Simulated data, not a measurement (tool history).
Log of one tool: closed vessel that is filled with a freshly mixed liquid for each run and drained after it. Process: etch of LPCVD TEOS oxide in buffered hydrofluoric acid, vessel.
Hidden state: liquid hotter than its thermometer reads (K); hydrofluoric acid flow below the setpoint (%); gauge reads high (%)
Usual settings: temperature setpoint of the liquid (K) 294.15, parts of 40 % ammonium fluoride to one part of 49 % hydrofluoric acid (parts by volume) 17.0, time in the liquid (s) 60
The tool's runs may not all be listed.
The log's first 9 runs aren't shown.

run,hour,temperature setpoint of the liquid (K),parts of 40 % ammonium fluoride to one part of 49 % hydrofluoric acid (parts by volume),time in the liquid (s),wafers since the last listed run,hours since the thermometer was replaced,hours since the hydrofluoric acid flow meter was replaced,hours since the gauge calibration,"read-back film thickness of the LPCVD TEOS oxide reference wafer, read on the same gauge (nm)",thickness taken off the LPCVD TEOS oxide on a monitor wafer (angstrom)
10,670.3,297.15,21.0,60,11126,999.2,79.9,2191.6,49.97,578.9
11,728.6,297.15,21.0,60,8169,1057.5,138.2,2249.9,50.06,576.1
12,790.6,294.15,17.0,60,8688,1119.5,200.2,2311.9,50.01,591.9
13,873.0,294.15,17.0,60,11547,1201.9,282.6,2394.3,50.01,590.2
14,970.0,292.15,19.5,85,13593,1298.9,379.6,2491.3,50.02,650.9
15,1096.2,291.15,17.0,60,17685,1425.1,505.8,2617.5,50.02,496.3
16,1182.7,297.15,15.0,60,12121,1511.6,592.3,2704.0,50.01,785.4
17,1244.8,297.15,17.0,40,8702,1573.7,654.4,2766.1,49.98,460.1
18,1304.3,294.15,21.0,60,8338,1633.2,713.9,2825.6,50.01,483.8
19,1459.2,294.15,17.0,30,21707,1788.1,868.8,2980.5,50.00,293.7
20,1505.5,294.15,17.0,60,6488,1834.4,915.1,3026.8,49.94,585.7
21,1603.8,296.15,14.0,80,13775,1932.7,1013.4,3125.1,49.99,1051.9
# hour 1628.6: thermometer replaced
22,1702.1,296.15,14.0,80,13635,73.5,1111.7,3223.4,49.98,1047.0
23,1740.6,298.65,17.0,85,5395,112.0,1150.2,3261.9,49.99,1059.6
24,1792.0,294.15,17.0,80,7203,163.4,1201.6,3313.3,50.04,782.3
25,1858.7,298.15,17.0,85,9347,230.1,1268.3,3380.0,49.99,1024.0
# hour 1882.9: gauge calibrated
26,1927.2,292.65,22.5,60,9599,298.6,1336.8,44.3,49.96,423.3
27,1966.0,294.15,11.0,60,5437,337.4,1375.6,83.1,49.95,894.9
28,2020.5,294.15,20.5,80,7637,391.9,1430.1,137.6,49.99,656.6
29,2069.4,294.15,14.0,60,6852,440.8,1479.0,186.5,50.01,703.5
30,2164.2,297.15,17.0,40,13284,535.6,1573.8,281.3,50.00,457.8
31,2262.9,291.15,12.5,60,13831,634.3,1672.5,380.0,49.98,662.4
32,2350.4,294.15,17.0,95,12261,721.8,1760.0,467.5,50.05,918.3
33,2433.0,298.65,11.5,40,11575,804.4,1842.6,550.1,49.99,725.8
34,2524.0,294.15,17.0,60,12752,895.4,1933.6,641.1,49.98,577.2

Forecast each of these 3 alternatives for the next run:
A,2524.7,294.15,17.0,60,98,896.1,1934.3,641.8,?,?
B,2524.7,292.65,19.0,45,98,896.1,1934.3,641.8,?,?
C,2524.7,298.65,17.0,60,98,896.1,1934.3,641.8,?,?

run,"read-back film thickness of the LPCVD TEOS oxide reference wafer, read on the same gauge (nm)",thickness taken off the LPCVD TEOS oxide on a monitor wafer (angstrom)
A,49.98,579.0
B,49.98,357.7
C,49.98,741.5
Without the tool's hidden state the same runs would have given:
run,thickness taken off the LPCVD TEOS oxide on a monitor wafer (angstrom)
A,595.2
B,367.7
C,762.1
